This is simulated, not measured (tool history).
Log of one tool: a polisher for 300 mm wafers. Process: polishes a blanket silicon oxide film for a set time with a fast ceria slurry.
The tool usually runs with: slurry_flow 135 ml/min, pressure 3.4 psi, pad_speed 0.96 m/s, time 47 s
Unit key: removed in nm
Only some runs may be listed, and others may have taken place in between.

| run | day | slurry_flow | pressure | pad_speed | time | wafers since the last listed run | wafers polished on this pad | hours since the slurry nozzle was cleaned | hours since the head pressure was calibrated | incoming thickness of the incoming film, nm | removed |
|---|---|---|---|---|---|---|---|---|---|---|---|
| 1 | 0 | 135 | 3.4 | 0.96 | 47 | 0 | 7467 | 160.7 | 82.5 | 2450 | 784.1 |
| 2 | 1.962 | 135 | 3.4 | 0.96 | 47 | 568 | 8035 | 207.8 | 129.6 | 2398.5 | 761.1 |
|  | 5.192 | worn pad replaced by a new one |
| 3 | 5.212 | 135 | 3.4 | 0.96 | 47 | 893 | 5 | 285.8 | 207.6 | 2431.4 | 757 |
| 4 | 12.379 | 135 | 3.4 | 0.96 | 57 | 2076 | 2081 | 457.8 | 379.6 | 2444 | 906 |
| 5 | 16.654 | 135 | 3.4 | 0.96 | 57 | 1238 | 3320 | 560.4 | 482.2 | 2423.4 | 913.2 |
|  | 18.779 | slurry nozzle cleaned |
| 6 | 20.717 | 135 | 3.4 | 0.96 | 47 | 1164 | 4485 | 46.5 | 579.7 | 2443.4 | 781.1 |
| 7 | 24.483 | 135 | 3.4 | 0.96 | 47 | 1091 | 5576 | 136.9 | 670.1 | 2469.5 | 773 |
| 8 | 27.042 | 135 | 3.4 | 0.96 | 47 | 741 | 6317 | 198.3 | 731.5 | 2446.9 | 780.5 |
| 9 | 28.883 | 125 | 3.4 | 0.96 | 47 | 533 | 6850 | 242.5 | 775.7 | 2453.9 | 763.1 |
| 10 | 31.796 | 125 | 3.4 | 0.96 | 47 | 843 | 7694 | 312.4 | 845.6 | 2414.3 | 750.6 |
|  | 35.579 | worn pad replaced by a new one |
|  | 43.067 | slurry nozzle cleaned |
| 11 | 43.912 | 135 | 3.1 | 0.96 | 47 | 3449 | 2402 | 20.3 | 1136.4 | 2425.8 | 711.3 |
| 12 | 47.342 | 155 | 3.4 | 0.96 | 47 | 993 | 3395 | 102.6 | 1218.7 | 2467.8 | 792 |
| 13 | 52.717 | 155 | 3.4 | 0.96 | 47 | 1557 | 4952 | 231.6 | 1347.7 | 2447.9 | 773.6 |
| 14 | 56.438 | 155 | 3.4 | 0.96 | 47 | 1077 | 6030 | 320.9 | 1437 | 2467.4 | 758.9 |
|  | 59.667 | head pressure recalibrated |
| 15 | 60.767 | 135 | 3.4 | 0.96 | 47 | 1229 | 7260 | 424.8 | 26.4 | 2439.2 | 760.4 |
| 16 | 63.608 | 135 | 3.4 | 0.96 | 47 | 823 | 8083 | 493 | 94.6 | 2474.4 | 753.3 |
|  | 64.488 | worn pad replaced by a new one |
| 17 | 67.267 | 135 | 3.4 | 0.96 | 47 | 1011 | 805 | 580.8 | 182.4 | 2476.6 | 733.5 |
|  | 70.762 | slurry nozzle cleaned |
| 18 | 71.271 | 135 | 3.4 | 0.84 | 40 | 1147 | 1953 | 12.2 | 278.5 | 2413.5 | 604.9 |
| 19 | 75.504 | 135 | 3.4 | 0.96 | 47 | 1226 | 3179 | 113.8 | 380.1 | 2442 | 780.3 |
| 20 | 79.321 | 135 | 3.4 | 0.96 | 47 | 1105 | 4285 | 205.4 | 471.7 | 2423.1 | 758.5 |
| 21 | 82.767 | 135 | 3.4 | 0.96 | 57 | 998 | 5283 | 288.1 | 554.4 | 2457.4 | 916.3 |
| 22 | 85.338 | 150 | 2.6 | 0.96 | 47 | 744 | 6028 | 349.8 | 616.1 | 2438.2 | 606.4 |
| 23 | 86.896 | 90 | 3.4 | 1.14 | 56 | 451 | 6479 | 387.2 | 653.5 | 2412.7 | 976.6 |
| 24 | 89.371 | 135 | 3.4 | 0.96 | 47 | 716 | 7196 | 446.6 | 712.9 | 2452.1 | 737.5 |
|  | 91.7 | worn pad replaced by a new one |
| 25 | 91.721 | 125 | 2.2 | 1.18 | 47 | 632 | 6 | 503 | 769.3 | 2442.1 | 580.6 |
| 26 | 95.079 | 135 | 3.4 | 1.28 | 47 | 972 | 978 | 583.6 | 849.9 | 2467.8 | 914.7 |
| 27 | 96.85 | 135 | 3.4 | 0.96 | 47 | 512 | 1491 | 626.1 | 892.4 | 2427.3 | 741.4 |
|  | 97.338 | slurry nozzle cleaned |
| 28 | 98.788 | 115 | 4.6 | 0.74 | 41 | 549 | 2041 | 34.8 | 938.9 | 2437.2 | 734.7 |
| 29 | 101.462 | 135 | 3.4 | 0.96 | 47 | 774 | 2816 | 99 | 1003.1 | 2462.1 | 778.5 |
| 30 | 103.275 | 170 | 4.3 | 0.96 | 35 | 525 | 3341 | 142.5 | 1046.6 | 2433.9 | 732.6 |
| 31 | 107.046 | 100 | 2.9 | 0.96 | 60 | 1092 | 4433 | 233 | 1137.1 | 2422.1 | 811.6 |
| 32 | 110.854 | 135 | 3.4 | 1.12 | 47 | 1103 | 5536 | 324.4 | 1228.5 | 2471 | 854.1 |
|  | 114.383 | head pressure recalibrated |
| 33 | 114.762 | 155 | 3.4 | 0.96 | 47 | 1108 | 6644 | 418.2 | 9.1 | 2411.4 | 784.6 |
|  | 115.092 | worn pad replaced by a new one |
| 34 | 116.708 | 105 | 4.3 | 0.96 | 58 | 515 | 468 | 464.9 | 55.8 | 2477.2 | 1135.9 |
| 35 | 118.767 | 170 | 4.3 | 0.96 | 35 | 596 | 1064 | 514.3 | 105.2 | 2417.8 | 720.3 |
| 36 | 121.033 | 135 | 2.6 | 1.26 | 54 | 656 | 1721 | 568.7 | 159.6 | 2409.2 | 822.3 |
|  | 122.933 | slurry nozzle cleaned |
| 37 | 125.112 | 135 | 2.7 | 0.8 | 47 | 1169 | 2891 | 52.3 | 257.5 | 2426.1 | 545.8 |
| 38 | 128.271 | 135 | 3.4 | 1.2 | 47 | 914 | 3805 | 128.1 | 333.3 | 2444.2 | 927.8 |

Forecast each of these 3 alternatives for the next run:
| A | 128.288 | 135 | 3.4 | 0.96 | 54 | 4 | 3810 | 128.5 | 333.7 | 2451.3 | ? |
| B | 128.288 | 145 | 2.2 | 0.68 | 63 | 4 | 3810 | 128.5 | 333.7 | 2451.3 | ? |
| C | 128.288 | 135 | 2.4 | 1.14 | 62 | 4 | 3810 | 128.5 | 333.7 | 2451.3 | ? |

| run | removed |
|---|---|
| A | 878.8 |
| B | 543.7 |
| C | 841 |
The same runs, with their run-to-run variation unchanged, on a tool lacking any hidden condition would have given:
| run | removed |
|---|---|
| A | 887.8 |
| B | 549 |
| C | 849.6 |
